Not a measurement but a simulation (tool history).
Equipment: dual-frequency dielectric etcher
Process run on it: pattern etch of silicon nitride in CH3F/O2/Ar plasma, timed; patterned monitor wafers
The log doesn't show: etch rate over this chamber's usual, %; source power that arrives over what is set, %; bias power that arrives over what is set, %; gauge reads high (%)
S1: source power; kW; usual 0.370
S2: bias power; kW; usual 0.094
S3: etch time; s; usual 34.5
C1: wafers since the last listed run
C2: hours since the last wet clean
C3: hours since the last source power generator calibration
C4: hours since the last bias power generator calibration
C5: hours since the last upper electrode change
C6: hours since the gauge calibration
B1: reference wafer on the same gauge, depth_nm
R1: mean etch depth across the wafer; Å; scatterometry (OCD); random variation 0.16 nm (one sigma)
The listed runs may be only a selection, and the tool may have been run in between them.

Run 1, hour 0.0: usual settings but S1 0.420 kW; C1 0; C2 20.5; C3 1171.4; C4 1627.2; C5 1524.3; C6 2327.7; B1 18.86. Result: R1 243.8 Å.
Run 2, hour 97.5: usual settings; C1 926; C2 118.0; C3 1268.9; C4 1724.7; C5 1621.8; C6 2425.2; B1 18.80. Result: R1 226.0 Å.
Run 3, hour 150.3: usual settings; C1 501; C2 170.8; C3 1321.7; C4 1777.5; C5 1674.6; C6 2478.0; B1 18.81. Result: R1 226.6 Å.
Run 4, hour 254.6: usual settings; C1 991; C2 275.1; C3 1426.0; C4 1881.8; C5 1778.9; C6 2582.3; B1 18.81. Result: R1 225.6 Å.
Run 5, hour 345.3: usual settings; C1 862; C2 365.8; C3 1516.7; C4 1972.5; C5 1869.6; C6 2673.0; B1 18.81. Result: R1 227.8 Å.
Run 6, hour 431.3: usual settings; C1 817; C2 451.8; C3 1602.7; C4 2058.5; C5 1955.6; C6 2759.0; B1 18.79. Result: R1 227.9 Å.
Run 7, hour 512.8: usual settings; C1 774; C2 533.3; C3 1684.2; C4 2140.0; C5 2037.1; C6 2840.5; B1 18.76. Result: R1 228.3 Å.
Run 8, hour 597.2: usual settings; C1 802; C2 617.7; C3 1768.6; C4 2224.4; C5 2121.5; C6 2924.9; B1 18.76. Result: R1 226.8 Å.
Run 9, hour 634.8: usual settings but S1 0.390 kW, S3 24.5 s; C1 357; C2 655.3; C3 1806.2; C4 2262.0; C5 2159.1; C6 2962.5; B1 18.78. Result: R1 164.9 Å.
At hour 687.8: wet clean of the chamber.
Run 10, hour 688.3: usual settings but S3 32.0 s; C1 280; C2 0.5; C3 1859.7; C4 2315.5; C5 2212.6; C6 3016.0; B1 18.77. Result: R1 207.2 Å.
Run 11, hour 721.1: usual settings; C1 311; C2 33.3; C3 1892.5; C4 2348.3; C5 2245.4; C6 3048.8; B1 18.74. Result: R1 223.7 Å.
Run 12, hour 771.8: usual settings but S1 0.290 kW, S2 0.115 kW; C1 481; C2 84.0; C3 1943.2; C4 2399.0; C5 2296.1; C6 3099.5; B1 18.76. Result: R1 214.5 Å.
Run 13, hour 874.5: usual settings but S1 0.330 kW, S2 0.116 kW; C1 976; C2 186.7; C3 2045.9; C4 2501.7; C5 2398.8; C6 3202.2; B1 18.71. Result: R1 230.7 Å.
Run 14, hour 979.1: usual settings but S1 0.300 kW, S2 0.087 kW, S3 38.5 s; C1 994; C2 291.3; C3 2150.5; C4 2606.3; C5 2503.4; C6 3306.8; B1 18.74. Result: R1 217.3 Å.
At hour 1029.5: bias power generator calibrated.
Run 15, hour 1034.1: usual settings; C1 484; C2 346.3; C3 2205.5; C4 4.6; C5 2558.4; C6 3361.8; B1 18.73. Result: R1 228.8 Å.
At hour 1337.5: wet clean of the chamber.
Run 16, hour 1338.0: usual settings; C1 2660; C2 0.5; C3 2509.4; C4 308.5; C5 2862.3; C6 3665.7; B1 18.70. Result: R1 225.0 Å.
At hour 1363.1: upper electrode replaced.
At hour 1401.2: source power generator calibrated.
Run 17, hour 1417.1: usual settings but S1 0.440 kW, S3 27.5 s; C1 485; C2 79.6; C3 15.9; C4 387.6; C5 54.0; C6 3744.8; B1 18.70. Result: R1 195.3 Å.
At hour 1418.2: gauge calibrated.
Run 18, hour 1456.0: usual settings but S1 0.440 kW, S2 0.074 kW, S3 38.5 s; C1 369; C2 118.5; C3 54.8; C4 426.5; C5 92.9; C6 37.8; B1 20.22. Result: R1 274.0 Å.
Run 19, hour 1509.1: usual settings but S3 25.0 s; C1 504; C2 171.6; C3 107.9; C4 479.6; C5 146.0; C6 90.9; B1 20.13. Result: R1 175.5 Å.
Run 20, hour 1616.6: usual settings but S3 30.0 s; C1 1021; C2 279.1; C3 215.4; C4 587.1; C5 253.5; C6 198.4; B1 19.99. Result: R1 208.7 Å.
Run 21, hour 1694.7: usual settings; C1 742; C2 357.2; C3 293.5; C4 665.2; C5 331.6; C6 276.5; B1 19.93. Result: R1 239.1 Å.
Run 22, hour 1733.6: usual settings; C1 369; C2 396.1; C3 332.4; C4 704.1; C5 370.5; C6 315.4; B1 19.87. Result: R1 238.8 Å.
Run 23, hour 2033.6: usual settings but S1 0.440 kW, S3 43.0 s; C1 2851; C2 696.1; C3 632.4; C4 1004.1; C5 670.5; C6 615.4; B1 19.58. Result: R1 321.5 Å.
At hour 2078.0: wet clean of the chamber.
Run 24, hour 2102.8: usual settings; C1 429; C2 24.8; C3 701.6; C4 1073.3; C5 739.7; C6 684.6; B1 19.57. Result: R1 235.3 Å.
Run 25, hour 2185.8: usual settings; C1 788; C2 107.8; C3 784.6; C4 1156.3; C5 822.7; C6 767.6; B1 19.49. Result: R1 236.0 Å.

What will run 26 give?
Run 26, hour 2251.2: usual settings but S1 0.320 kW, S2 0.074 kW, S3 25.0 s; C1 621; C2 173.2; C3 850.0; C4 1221.7; C5 888.1; C6 833.0; B1 ?. Result: R1 ?.

B1: 19.43
R1: 143.7 Å
If the tool had no hidden condition, the same run with the same run-to-run variation would have returned R1 150.0 Å.
